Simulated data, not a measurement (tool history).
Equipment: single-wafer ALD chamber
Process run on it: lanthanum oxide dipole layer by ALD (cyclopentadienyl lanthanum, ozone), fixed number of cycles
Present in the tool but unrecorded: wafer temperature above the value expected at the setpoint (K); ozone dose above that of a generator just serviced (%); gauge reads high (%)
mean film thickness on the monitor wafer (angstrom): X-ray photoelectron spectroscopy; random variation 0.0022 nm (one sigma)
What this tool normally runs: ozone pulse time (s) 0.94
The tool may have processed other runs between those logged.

run   hour  ozone pulse time (s)  wafers since the last listed run  hours since the last thermocouple change  hours since the last ozone generator service  hours since the showerhead was replaced  hours since the gauge calibration  read-back reference wafer on the same gauge, thickness_nm  mean film thickness on the monitor wafer (angstrom)
  1    0.0                  0.94                                 0                                    2248.2                                        1115.1                                   6586.0                              104.3                                                      0.493                                                 4.72
  2   14.2                  0.94                               271                                    2262.4                                        1129.3                                   6600.2                              118.5                                                      0.493                                                 4.67
  3   42.4                  0.94                               539                                    2290.6                                        1157.5                                   6628.4                              146.7                                                      0.492                                                 4.67
  4   58.2                  0.94                               302                                    2306.4                                        1173.3                                   6644.2                              162.5                                                      0.493                                                 4.67
  5   75.9                  1.07                               338                                    2324.1                                        1191.0                                   6661.9                              180.2                                                      0.493                                                 4.79
  6  103.5                  1.07                               528                                    2351.7                                        1218.6                                   6689.5                              207.8                                                      0.493                                                 4.82
  7  131.7                  0.85                               539                                    2379.9                                        1246.8                                   6717.7                              236.0                                                      0.492                                                 4.48
  8  145.0                  0.85                               254                                    2393.2                                        1260.1                                   6731.0                              249.3                                                      0.493                                                 4.52
     154.1  -- ozone generator serviced
     163.7  -- gauge calibrated
     164.3  -- showerhead replaced, of another model than before
  9  165.1                  0.94                                78                                    2413.3                                          11.0                                      0.8                                1.4                                                      0.492                                                 4.99
 10  178.5                  0.72                               256                                    2426.7                                          24.4                                     14.2                               14.8                                                      0.493                                                 4.51
 11  197.8                  1.28                               369                                    2446.0                                          43.7                                     33.5                               34.1                                                      0.494                                                 5.44
 12  223.3                  1.12                               488                                    2471.5                                          69.2                                     59.0                               59.6                                                      0.493                                                 5.26
     236.4  -- thermocouple changed; heater temperature recalibrated
 13  238.8                  1.17                               143                                       2.4                                          84.7                                     74.5                               75.1                                                      0.493                                                 5.31
 14  268.7                  1.05                               572                                      32.3                                         114.6                                    104.4                              105.0                                                      0.493                                                 5.13
 15  283.7                  1.20                               287                                      47.3                                         129.6                                    119.4                              120.0                                                      0.493                                                 5.34
 16  299.3                  0.63                               298                                      62.9                                         145.2                                    135.0                              135.6                                                      0.493                                                 4.16
 17  327.6                  0.64                               541                                      91.2                                         173.5                                    163.3                              163.9                                                      0.493                                                 4.18

Some steps in mean film thickness on the monitor wafer (angstrom) between neighbouring runs. How much of each would the tool show without its hidden state too (settings, what came in, random variation), and how much is left for the hidden state, with any gauge scatter that isn't in both results?
Run 8 -> 9: ozone pulse time (s) 0.85 -> 0.94, ozone generator serviced, gauge calibrated, showerhead replaced, of another model than before. mean film thickness on the monitor wafer (angstrom) +0.47: hidden state +0.39, all else +0.08.
Run 15 -> 16: ozone pulse time (s) 1.20 -> 0.63. mean film thickness on the monitor wafer (angstrom) -1.18: hidden state -0.07, all else -1.11.
